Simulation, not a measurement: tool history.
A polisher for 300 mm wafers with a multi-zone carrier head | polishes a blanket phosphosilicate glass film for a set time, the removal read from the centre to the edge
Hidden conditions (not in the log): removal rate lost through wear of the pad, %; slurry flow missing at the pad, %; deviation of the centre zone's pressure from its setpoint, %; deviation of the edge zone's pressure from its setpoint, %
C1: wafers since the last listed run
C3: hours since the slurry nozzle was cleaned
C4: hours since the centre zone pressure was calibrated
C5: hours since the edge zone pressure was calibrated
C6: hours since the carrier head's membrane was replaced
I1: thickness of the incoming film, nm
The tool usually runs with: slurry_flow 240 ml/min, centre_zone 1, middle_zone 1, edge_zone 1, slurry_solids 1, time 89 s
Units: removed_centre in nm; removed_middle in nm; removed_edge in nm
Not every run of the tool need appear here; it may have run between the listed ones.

Run 1, hour 0: usual settings but slurry_solids 1.05; C1 0; wafers polished on this pad 363; C3 217; C4 1346.7; C5 569.2; C6 619; I1 2517.6. Result: removed_centre 557.9 nm, removed_middle 562.5 nm, removed_edge 532.7 nm.
Run 2, hour 13: usual settings but slurry_solids 1.05; C1 83; wafers polished on this pad 447; C3 230; C4 1359.7; C5 582.2; C6 632; I1 2459.4. Result: removed_centre 550.4 nm, removed_middle 540.5 nm, removed_edge 536 nm.
At hour 17.3: worn pad replaced by a new one.
Run 3, hour 28.3: usual settings but slurry_solids 1.05; C1 72; wafers polished on this pad 70; C3 245.3; C4 1375; C5 597.5; C6 647.3; I1 2444.1. Result: removed_centre 598.1 nm, removed_middle 583.6 nm, removed_edge 560.8 nm.
Run 4, hour 35.1: usual settings; C1 43; wafers polished on this pad 114; C3 252.1; C4 1381.8; C5 604.3; C6 654.1; I1 2467.1. Result: removed_centre 564.2 nm, removed_middle 558.5 nm, removed_edge 557.6 nm.
Run 5, hour 43.3: usual settings; C1 52; wafers polished on this pad 166; C3 260.3; C4 1390; C5 612.5; C6 662.3; I1 2484.2. Result: removed_centre 562.1 nm, removed_middle 555.4 nm, removed_edge 551.3 nm.
Run 6, hour 82.5: usual settings; C1 251; wafers polished on this pad 418; C3 299.5; C4 1429.2; C5 651.7; C6 701.5; I1 2460.1. Result: removed_centre 541.3 nm, removed_middle 534.8 nm, removed_edge 530.8 nm.
At hour 95.6: worn pad replaced by a new one.
At hour 97.2: edge zone pressure recalibrated.
Run 7, hour 100.2: usual settings; C1 77; wafers polished on this pad 19; C3 317.2; C4 1446.9; C5 3; C6 719.2; I1 2480.2. Result: removed_centre 584.5 nm, removed_middle 570.3 nm, removed_edge 587.7 nm.
Run 8, hour 117.7: usual settings; C1 112; wafers polished on this pad 131; C3 334.7; C4 1464.4; C5 20.5; C6 736.7; I1 2500.7. Result: removed_centre 579.4 nm, removed_middle 555.8 nm, removed_edge 551.4 nm.
Run 9, hour 125.6: usual settings; C1 50; wafers polished on this pad 182; C3 342.6; C4 1472.3; C5 28.4; C6 744.6; I1 2458.8. Result: removed_centre 563.1 nm, removed_middle 546.4 nm, removed_edge 559 nm.
At hour 127.8: slurry nozzle cleaned.
Run 10, hour 135.6: usual settings but edge_zone 1.07, slurry_solids 0.9, time 118 s; C1 57; wafers polished on this pad 239; C3 7.8; C4 1482.3; C5 38.4; C6 754.6; I1 2460.2. Result: removed_centre 679.8 nm, removed_middle 687.6 nm, removed_edge 689.5 nm.
At hour 170.3: carrier head's membrane replaced by a new one.
At hour 176.4: worn pad replaced by a new one.
Run 11, hour 187: usual settings; C1 272; wafers polished on this pad 68; C3 59.2; C4 1533.7; C5 89.8; C6 16.7; I1 2456.9. Result: removed_centre 558.7 nm, removed_middle 563.6 nm, removed_edge 553.1 nm.
At hour 191.7: centre zone pressure recalibrated.
Run 12, hour 219.1: usual settings but slurry_flow 265 ml/min, edge_zone 0.96; C1 193; wafers polished on this pad 261; C3 91.3; C4 27.4; C5 121.9; C6 48.8; I1 2474.1. Result: removed_centre 561.2 nm, removed_middle 539.2 nm, removed_edge 521.1 nm.
Run 13, hour 234.2: usual settings but middle_zone 1.11, slurry_solids 0.9; C1 96; wafers polished on this pad 358; C3 106.4; C4 42.5; C5 137; C6 63.9; I1 2478.4. Result: removed_centre 497.9 nm, removed_middle 547.9 nm, removed_edge 504.4 nm.
Run 14, hour 249.1: usual settings but edge_zone 0.9; C1 95; wafers polished on this pad 453; C3 121.3; C4 57.4; C5 151.9; C6 78.8; I1 2479.4. Result: removed_centre 524.5 nm, removed_middle 521.4 nm, removed_edge 486.1 nm.
At hour 253.7: worn pad replaced by a new one.
Run 15, hour 256.3: usual settings but edge_zone 1.09, time 72 s; C1 20; wafers polished on this pad 16; C3 128.5; C4 64.6; C5 159.1; C6 86; I1 2474.6. Result: removed_centre 472.7 nm, removed_middle 468.2 nm, removed_edge 485.4 nm.
Run 16, hour 269.2: usual settings but slurry_solids 1.25, time 69 s; C1 82; wafers polished on this pad 99; C3 141.4; C4 77.5; C5 172; C6 98.9; I1 2520.5. Result: removed_centre 490.6 nm, removed_middle 488.3 nm, removed_edge 475.5 nm.
Run 17, hour 286.9: usual settings but middle_zone 1.05, time 108 s; C1 113; wafers polished on this pad 213; C3 159.1; C4 95.2; C5 189.7; C6 116.6; I1 2447.3. Result: removed_centre 685.5 nm, removed_middle 695.3 nm, removed_edge 660.4 nm.

What will run 18 give?
Run 18, hour 293.2: usual settings; C1 40; wafers polished on this pad 253; C3 165.4; C4 101.5; C5 196; C6 122.9; I1 2434.6. Result: removed_centre ?, removed_middle ?, removed_edge ?.

removed_centre: 554.8 nm
removed_middle: 543.2 nm
removed_edge: 545.4 nm
With the hidden condition absent and the run-to-run variation left alone, this run would have shown removed_centre 585 nm, removed_middle 572.8 nm, removed_edge 575 nm.

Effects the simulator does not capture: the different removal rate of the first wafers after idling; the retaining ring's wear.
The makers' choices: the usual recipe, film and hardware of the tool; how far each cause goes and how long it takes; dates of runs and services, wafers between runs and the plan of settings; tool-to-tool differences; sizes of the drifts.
